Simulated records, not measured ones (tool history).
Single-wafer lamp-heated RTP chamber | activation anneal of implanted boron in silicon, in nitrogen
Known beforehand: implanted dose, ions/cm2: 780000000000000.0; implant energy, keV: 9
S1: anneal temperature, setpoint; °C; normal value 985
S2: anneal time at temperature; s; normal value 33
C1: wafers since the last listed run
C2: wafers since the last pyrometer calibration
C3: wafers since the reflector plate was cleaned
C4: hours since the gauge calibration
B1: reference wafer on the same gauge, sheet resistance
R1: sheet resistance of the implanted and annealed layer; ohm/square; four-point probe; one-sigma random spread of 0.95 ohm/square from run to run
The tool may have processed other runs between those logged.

Run 1, hour 0.0: usual settings; C1 0; C2 4248; C3 301; C4 239.9; B1 178.93. Result: R1 165.99 ohm/square.
Run 2, hour 40.9: usual settings; C1 414; C2 4663; C3 715; C4 280.8; B1 179.12. Result: R1 166.12 ohm/square.
At hour 69.5: pyrometer window cleaned and pyrometer calibrated.
Run 3, hour 93.4: usual settings but S1 1005 °C; C1 451; C2 242; C3 1166; C4 333.3; B1 178.82. Result: R1 159.70 ohm/square.
Run 4, hour 158.1: usual settings but S1 1005 °C; C1 655; C2 898; C3 1822; C4 398.0; B1 178.84. Result: R1 161.19 ohm/square.
Run 5, hour 245.6: usual settings; C1 886; C2 1785; C3 2709; C4 485.5; B1 178.93. Result: R1 165.27 ohm/square.
At hour 333.7: reflector plate cleaned.
Run 6, hour 334.2: usual settings but S1 1001 °C, S2 20 s; C1 816; C2 2602; C3 4; C4 574.1; B1 179.04. Result: R1 163.65 ohm/square.
Run 7, hour 425.8: usual settings but S1 1001 °C, S2 20 s; C1 928; C2 3530; C3 933; C4 665.7; B1 178.79. Result: R1 163.77 ohm/square.
At hour 469.4: gauge calibrated.
Run 8, hour 472.2: usual settings; C1 470; C2 4000; C3 1403; C4 2.8; B1 178.93. Result: R1 167.43 ohm/square.
At hour 535.5: pyrometer window cleaned and pyrometer calibrated.
Run 9, hour 540.0: usual settings but S1 956 °C, S2 49 s; C1 606; C2 45; C3 2009; C4 70.6; B1 178.95. Result: R1 186.11 ohm/square.
Run 10, hour 631.0: usual settings but S1 956 °C, S2 41 s; C1 922; C2 967; C3 2932; C4 161.6; B1 179.13. Result: R1 189.51 ohm/square.
Run 11, hour 708.6: usual settings but S1 1009 °C; C1 786; C2 1754; C3 3718; C4 239.2; B1 179.25. Result: R1 159.62 ohm/square.
At hour 812.8: reflector plate cleaned.
Run 12, hour 813.3: usual settings but S1 993 °C, S2 51 s; C1 980; C2 2734; C3 5; C4 343.9; B1 178.72. Result: R1 161.01 ohm/square.
Run 13, hour 909.3: usual settings but S2 20 s; C1 973; C2 3707; C3 978; C4 439.9; B1 178.69. Result: R1 171.17 ohm/square.
Run 14, hour 981.0: usual settings; C1 726; C2 4434; C3 1705; C4 511.6; B1 179.04. Result: R1 167.16 ohm/square.

Forecast each of these 5 alternatives for the next run:
Run A, hour 981.4: usual settings; C1 4; C2 4438; C3 1709; C4 512.0; B1 ?. Result: R1 ?.
Run B, hour 981.4: usual settings but S1 964 °C; C1 4; C2 4438; C3 1709; C4 512.0; B1 ?. Result: R1 ?.
Run C, hour 981.4: usual settings but S1 1008 °C, S2 41 s; C1 4; C2 4438; C3 1709; C4 512.0; B1 ?. Result: R1 ?.
Run D, hour 981.4: usual settings but S1 1001 °C, S2 40 s; C1 4; C2 4438; C3 1709; C4 512.0; B1 ?. Result: R1 ?.
Run E, hour 981.4: usual settings but S1 961 °C; C1 4; C2 4438; C3 1709; C4 512.0; B1 ?. Result: R1 ?.

run      B1      R1
  A  178.74  167.71
  B  178.74  183.79
  C  178.74  159.56
  D  178.74  161.26
  E  178.74  187.34
Stripped of hidden state, with their random variation kept, the same runs would have yielded:
run      R1
  A  167.71
  B  183.79
  C  159.56
  D  161.26
  E  187.34

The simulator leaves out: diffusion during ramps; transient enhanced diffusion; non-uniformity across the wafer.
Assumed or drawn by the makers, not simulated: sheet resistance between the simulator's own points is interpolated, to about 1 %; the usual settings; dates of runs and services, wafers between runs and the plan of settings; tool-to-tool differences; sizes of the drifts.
